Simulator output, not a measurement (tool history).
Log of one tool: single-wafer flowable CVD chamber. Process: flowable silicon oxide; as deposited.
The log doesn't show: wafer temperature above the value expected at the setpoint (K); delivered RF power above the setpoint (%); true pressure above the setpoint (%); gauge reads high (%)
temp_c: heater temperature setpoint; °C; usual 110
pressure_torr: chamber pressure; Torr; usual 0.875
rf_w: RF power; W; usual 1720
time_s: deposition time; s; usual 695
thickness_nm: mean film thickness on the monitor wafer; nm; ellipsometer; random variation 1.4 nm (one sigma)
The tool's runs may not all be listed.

run	day	temp_c	pressure_torr	rf_w	time_s	wafers since the last listed run	hours since the last thermocouple change	hours since the last RF generator calibration	hours since the last manometer calibration	hours since the showerhead was replaced	hours since the gauge calibration	read-back reference wafer on the same gauge, thickness_nm	thickness_nm
1	0.000	104	0.875	1720	768	0	1752.3	1523.0	2257.3	6079.2	135.6	372.451	356.093
2	0.296	104	0.875	1720	768	26	1759.4	1530.1	2264.4	6086.3	142.7	372.075	355.556
3	0.829	104	0.875	1720	768	47	1772.2	1542.9	2277.2	6099.1	155.5	371.640	354.535
4	1.096	110	0.875	1720	695	23	1778.6	1549.3	2283.6	6105.5	161.9	371.721	273.397
5	1.733	110	0.875	1720	695	56	1793.9	1564.6	2298.9	6120.8	177.2	371.735	270.345
6	1.996	110	0.815	1720	695	23	1800.2	1570.9	2305.2	6127.1	183.5	371.831	250.365
7	2.442	110	0.815	1720	695	39	1810.9	1581.6	2315.9	6137.8	194.2	371.450	253.189
8	3.142	110	0.815	1720	695	62	1827.7	1598.4	2332.7	6154.6	211.0	371.564	253.906
9	3.838	110	0.816	1720	695	61	1844.4	1615.1	2349.4	6171.3	227.7	372.355	252.656
10	4.338	110	0.816	1720	695	44	1856.4	1627.1	2361.4	6183.3	239.7	371.428	253.277
11	5.029	110	0.816	1720	695	61	1873.0	1643.7	2378.0	6199.9	256.3	372.105	250.895
12	5.317	110	0.875	1720	695	25	1879.9	1650.6	2384.9	6206.8	263.2	371.974	269.218
13	5.846	110	0.875	1720	695	46	1892.6	1663.3	2397.6	6219.5	275.9	371.807	269.835
# day 6.150: gauge calibrated
# day 6.321: capacitance manometer re-zeroed and calibrated
14	6.342	110	0.875	1720	695	14	1904.5	1675.2	0.5	6231.4	4.6	372.203	268.284
15	6.617	110	0.997	1720	695	24	1911.1	1681.8	7.1	6238.0	11.2	371.554	305.070
16	7.354	104	0.875	1720	768	65	1928.8	1699.5	24.8	6255.7	28.9	371.761	350.658
17	7.829	110	0.875	1720	695	42	1940.2	1710.9	36.2	6267.1	40.3	371.784	270.571
18	8.321	110	0.875	1720	818	43	1952.0	1722.7	48.0	6278.9	52.1	372.017	314.408
19	8.771	114	0.875	1445	787	39	1962.8	1733.5	58.8	6289.7	62.9	372.128	256.747
# day 9.438: thermocouple changed; heater temperature recalibrated
20	9.458	110	0.875	1720	695	31	0.5	1750.0	75.3	6306.2	79.4	372.489	307.356
21	9.846	106	0.875	1455	586	34	9.8	1759.3	84.6	6315.5	88.7	372.161	274.178
22	10.283	110	1.012	1720	594	38	20.3	1769.8	95.1	6326.0	99.2	372.055	301.591
# day 10.738: RF generator calibrated
# day 11.821: showerhead replaced
23	11.842	110	0.875	1720	794	79	57.7	26.5	132.5	0.5	136.6	372.261	349.298
24	12.304	110	0.690	1505	695	40	68.8	37.6	143.6	11.6	147.7	371.856	229.148
25	12.879	110	0.875	1720	752	50	82.6	51.4	157.4	25.4	161.5	371.631	332.096
26	13.458	110	0.875	1720	695	51	96.5	65.3	171.3	39.3	175.4	372.049	305.176
27	14.142	110	0.875	1720	695	60	112.9	81.7	187.7	55.7	191.8	372.761	305.807
28	14.629	110	0.875	1720	695	43	124.6	93.4	199.4	67.4	203.5	372.291	303.506
29	14.950	95	1.014	1720	695	28	132.3	101.1	207.1	75.1	211.2	371.685	543.485

The same runs without the tool's hidden state, with the same run-to-run variation:
run	thickness_nm
1	411.761
2	411.361
3	410.575
4	314.369
5	311.200
6	288.331
7	291.805
8	292.983
9	291.888
10	292.856
11	290.445
12	311.810
13	312.808
14	311.274
15	354.121
16	410.896
17	314.727
18	366.026
19	298.306
20	312.833
21	279.483
22	307.408
23	357.007
24	234.395
25	340.042
26	312.794
27	313.815
28	311.719
29	559.077
